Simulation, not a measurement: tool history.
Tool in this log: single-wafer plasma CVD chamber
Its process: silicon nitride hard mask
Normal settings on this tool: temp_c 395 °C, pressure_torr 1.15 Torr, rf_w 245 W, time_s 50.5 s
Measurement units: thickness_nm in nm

run,hour,temp_c,pressure_torr,rf_w,time_s,"read-back reference wafer on the same gauge, thickness_nm",thickness_nm
1,0.0,395,1.15,245,50.5,49.375,47.370
# hour 14.4: thermocouple changed; heater temperature recalibrated
2,67.1,395,1.15,245,44.9,49.447,42.050
3,129.9,395,1.15,245,44.9,49.368,41.793
4,196.0,395,1.15,245,44.9,49.348,41.478
5,223.2,395,1.15,245,55.2,49.348,52.013
6,289.2,395,1.15,245,50.5,49.394,46.876
7,320.6,395,1.15,245,50.5,49.421,46.707
8,442.3,395,1.15,245,50.5,49.370,47.017
# hour 453.7: RF generator calibrated
9,512.9,395,1.23,280,50.5,49.364,50.690
10,558.1,395,1.34,245,50.5,49.434,50.281
11,589.6,395,1.15,245,50.5,49.418,46.992
12,638.7,383,1.15,245,50.5,49.441,46.777
13,703.2,382,1.33,205,43.7,49.406,40.519
14,749.0,386,1.04,245,50.5,49.395,44.451
# hour 754.9: gauge calibrated
15,801.4,403,1.15,200,42.4,49.400,36.262
16,859.3,408,1.15,245,50.5,49.379,46.251
17,904.3,395,1.15,245,50.5,49.375,46.655
# hour 957.1: thermocouple changed; heater temperature recalibrated
18,957.6,395,0.99,225,40.9,49.421,33.687
19,990.0,395,1.15,245,50.5,49.412,46.380
20,1060.7,395,1.15,245,42.6,49.407,39.294
21,1108.5,395,1.08,280,41.4,49.414,38.879
22,1141.9,395,1.15,245,50.5,49.367,46.339
23,1208.6,391,1.15,225,42.0,49.378,37.439
24,1279.8,395,1.15,245,50.5,49.388,46.284
25,1314.1,386,1.15,200,50.5,49.410,42.901
26,1362.9,395,1.15,245,50.5,49.426,46.205
27,1403.5,395,1.32,245,50.5,49.382,49.732
28,1445.8,395,1.15,245,50.5,49.425,46.339

4 ways to go on from here, each from the tool as it stands after run 28. What would each give?
A,1446.2,395,1.15,245,50.5,?,?
B,1446.2,395,1.15,210,50.5,?,?
C,1446.2,409,1.15,205,44.6,?,?
D,1446.2,395,1.42,215,50.5,?,?

run,"read-back reference wafer on the same gauge, thickness_nm",thickness_nm
A,49.369,46.302
B,49.369,43.721
C,49.369,38.050
D,49.369,48.558
Take away the tool's hidden state, keep each run's random variation, and the runs would have read:
run,thickness_nm
A,47.513
B,44.864
C,39.045
D,49.665
